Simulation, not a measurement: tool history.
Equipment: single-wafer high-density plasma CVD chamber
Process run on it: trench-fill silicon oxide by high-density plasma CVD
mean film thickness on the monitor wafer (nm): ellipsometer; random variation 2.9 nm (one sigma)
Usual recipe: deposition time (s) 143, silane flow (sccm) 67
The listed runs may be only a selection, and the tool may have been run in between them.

run	hour	deposition time (s)	silane flow (sccm)	wafers since the last listed run	hours since the silane flow controller was replaced	hours since the gauge calibration	read-back reference wafer on the same gauge, thickness_nm	mean film thickness on the monitor wafer (nm)
1	0.0	143	67	0	1828.5	749.4	927.041	864.874
2	60.8	143	67	386	1889.3	810.2	927.267	867.877
3	90.6	143	67	189	1919.1	840.0	927.179	866.700
4	121.1	143	67	193	1949.6	870.5	926.479	860.514
5	288.7	143	67	1064	2117.2	1038.1	927.524	867.989
6	318.6	143	71	189	2147.1	1068.0	927.868	897.564
7	360.3	143	71	264	2188.8	1109.7	926.792	896.188
8	432.2	143	71	456	2260.7	1181.6	926.893	898.546
9	489.5	143	78	363	2318.0	1238.9	925.995	955.093
10	532.1	143	78	270	2360.6	1281.5	927.721	959.716
11	581.5	143	67	313	2410.0	1330.9	926.605	862.689
12	641.5	143	67	380	2470.0	1390.9	927.055	864.931
13	693.2	143	67	328	2521.7	1442.6	925.827	863.244
14	734.4	143	67	261	2562.9	1483.8	927.517	866.279
# hour 763.1: silane flow controller replaced
# hour 783.7: gauge calibrated
15	785.3	143	67	272	22.2	1.6	927.197	864.657
16	843.3	143	67	368	80.2	59.6	926.832	869.269
17	879.3	143	67	228	116.2	95.6	927.133	863.676
18	925.5	143	67	293	162.4	141.8	926.370	865.013
19	979.7	143	67	344	216.6	196.0	926.973	867.521
20	1051.3	143	67	454	288.2	267.6	926.984	864.453
21	1078.9	143	67	175	315.8	295.2	927.139	864.612
22	1129.0	125	67	318	365.9	345.3	928.681	753.230
23	1185.5	156	71	358	422.4	401.8	927.894	978.761
24	1256.0	133	58	447	492.9	472.3	926.878	734.117
25	1295.0	143	67	247	531.9	511.3	926.788	863.576
26	1505.6	143	77	1337	742.5	721.9	927.237	951.792
27	1587.2	132	73	518	824.1	803.5	927.026	843.312
28	1649.9	143	67	398	886.8	866.2	926.846	865.900
29	1684.3	143	67	218	921.2	900.6	927.610	861.061
30	1714.0	143	67	188	950.9	930.3	927.145	866.730
31	1784.3	143	67	446	1021.2	1000.6	927.079	865.367
32	1842.0	160	67	366	1078.9	1058.3	926.375	971.058
33	2016.1	143	67	1105	1253.0	1232.4	927.753	864.241
34	2054.1	143	67	241	1291.0	1270.4	926.004	870.483
35	2092.2	143	67	241	1329.1	1308.5	926.763	869.213
36	2133.7	115	56	263	1370.6	1350.0	927.605	620.524
37	2187.5	129	67	341	1424.4	1403.8	925.367	782.643
38	2229.5	143	72	266	1466.4	1445.8	928.555	905.439
39	2268.6	143	67	248	1505.5	1484.9	927.037	866.438
40	2321.9	134	73	338	1558.8	1538.2	926.720	852.409
41	2382.7	115	78	386	1619.6	1599.0	926.741	766.680
42	2442.6	117	71	380	1679.5	1658.9	927.146	735.351
43	2478.8	156	62	229	1715.7	1695.1	927.707	896.157

Here are 3 independent what-if runs from the current tool condition. What would each one return?
A	2479.2	143	67	2	1716.1	1695.5	?	?
B	2479.2	133	80	2	1716.1	1695.5	?	?
C	2479.2	168	67	2	1716.1	1695.5	?	?

run	read-back reference wafer on the same gauge, thickness_nm	mean film thickness on the monitor wafer (nm)
A	926.395	865.530
B	926.395	905.984
C	926.395	1016.846
With the hidden condition removed and each run's random variation left untouched, the same runs would have given:
run	mean film thickness on the monitor wafer (nm)
A	865.530
B	905.984
C	1016.846
